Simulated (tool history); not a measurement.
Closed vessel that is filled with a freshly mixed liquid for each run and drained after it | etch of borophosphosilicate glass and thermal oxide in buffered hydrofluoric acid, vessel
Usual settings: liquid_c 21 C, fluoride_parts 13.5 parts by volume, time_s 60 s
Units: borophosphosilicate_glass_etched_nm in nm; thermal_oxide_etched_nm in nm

run    hour  liquid_c  fluoride_parts  time_s  read-back film thickness of the borophosphosilicate glass reference wafer, read on the same gauge (nm)  read-back film thickness of the thermal oxide reference wafer, read on the same gauge (nm)  borophosphosilicate_glass_etched_nm  thermal_oxide_etched_nm
  1       0      23.5               9      60                                                                                                  149.97                                                                                      149.99                               129.65                    81.72
  2   114.4      23.5               9      60                                                                                                  149.99                                                                                      149.99                                129.8                    80.85
  3   178.1        21            13.5      60                                                                                                     150                                                                                      150.01                                 76.5                    49.13
  4   231.5        21            13.5      60                                                                                                  150.01                                                                                      149.98                                77.42                    48.71
  5   256.5        21            13.5      60                                                                                                  150.01                                                                                      149.98                                 76.9                    49.33
  6     309      23.5            13.5      60                                                                                                  149.99                                                                                         150                                88.97                     55.6
  7   379.7        21              17      60                                                                                                  149.98                                                                                      150.02                                61.61                    39.05
  8   414.8        21              17      60                                                                                                     150                                                                                      150.01                                60.93                    38.68
        450  -- thermometer replaced
      463.2  -- gauge calibrated
  9   467.2        21              17      60                                                                                                     150                                                                                      150.03                                61.13                    38.55
 10   530.2        23            13.5      35                                                                                                  149.99                                                                                      149.98                                49.86                    31.11
 11   579.8        21            13.5      60                                                                                                     150                                                                                      149.99                                76.82                    48.14
 12   708.4      23.5              16      90                                                                                                  150.03                                                                                      150.01                               111.54                    69.21
 13   749.2        21               8      60                                                                                                  150.01                                                                                      150.04                               123.65                    77.05
 14   814.1        21            13.5      75                                                                                                  149.99                                                                                      149.98                                94.14                    59.61
 15   853.4        21            13.5      60                                                                                                     150                                                                                      150.01                                74.66                    47.46
 16   889.4        21              17      60                                                                                                     150                                                                                      150.03                                59.43                    37.54
 17   939.5        17            13.5      30                                                                                                  149.97                                                                                      149.98                                29.69                    18.96
 18   987.9      22.5            13.5      60                                                                                                  150.01                                                                                      150.01                                81.37                    51.15
     1025.7  -- hydrofluoric acid flow meter replaced
 19  1040.9      23.5              10      60                                                                                                  150.01                                                                                      149.98                                121.4                    76.23
 20  1088.2        21            15.5      60                                                                                                  149.99                                                                                      150.02                                68.82                    43.14
 21  1147.2      24.5              16      80                                                                                                  149.99                                                                                      150.01                               106.28                    67.59
 22  1203.1        17              10      35                                                                                                  149.99                                                                                      149.98                                49.06                    30.73
 23  1274.7        21            13.5      95                                                                                                  149.98                                                                                      149.96                               122.04                    77.99
 24    1303        21            13.5      60                                                                                                  150.02                                                                                      149.97                                77.63                    49.67
 25  1356.4        23            11.5      80                                                                                                  149.99                                                                                      149.98                               136.07                    85.13
 26  1401.4        21            13.5      60                                                                                                     150                                                                                      149.99                                78.25                       48

3 ways to go on from here, each from the tool as it stands after run 26. What would each give?
  A  1402.1        21            13.5      60                                                                                                       ?                                                                                           ?                                    ?                        ?
  B  1402.1        19             8.5      60                                                                                                       ?                                                                                           ?                                    ?                        ?
  C  1402.1      24.5            13.5      90                                                                                                       ?                                                                                           ?                                    ?                        ?

run  read-back film thickness of the borophosphosilicate glass reference wafer, read on the same gauge (nm)  read-back film thickness of the thermal oxide reference wafer, read on the same gauge (nm)  borophosphosilicate_glass_etched_nm  thermal_oxide_etched_nm
  A                                                                                                  149.98                                                                                         150                                76.79                    48.53
  B                                                                                                  149.98                                                                                         150                               104.97                    66.01
  C                                                                                                  149.98                                                                                         150                               139.37                    88.26
Without the tool's hidden state the same runs would have given:
run  borophosphosilicate_glass_etched_nm  thermal_oxide_etched_nm
  A                                78.35                    49.52
  B                               107.36                    67.49
  C                                142.2                    90.05
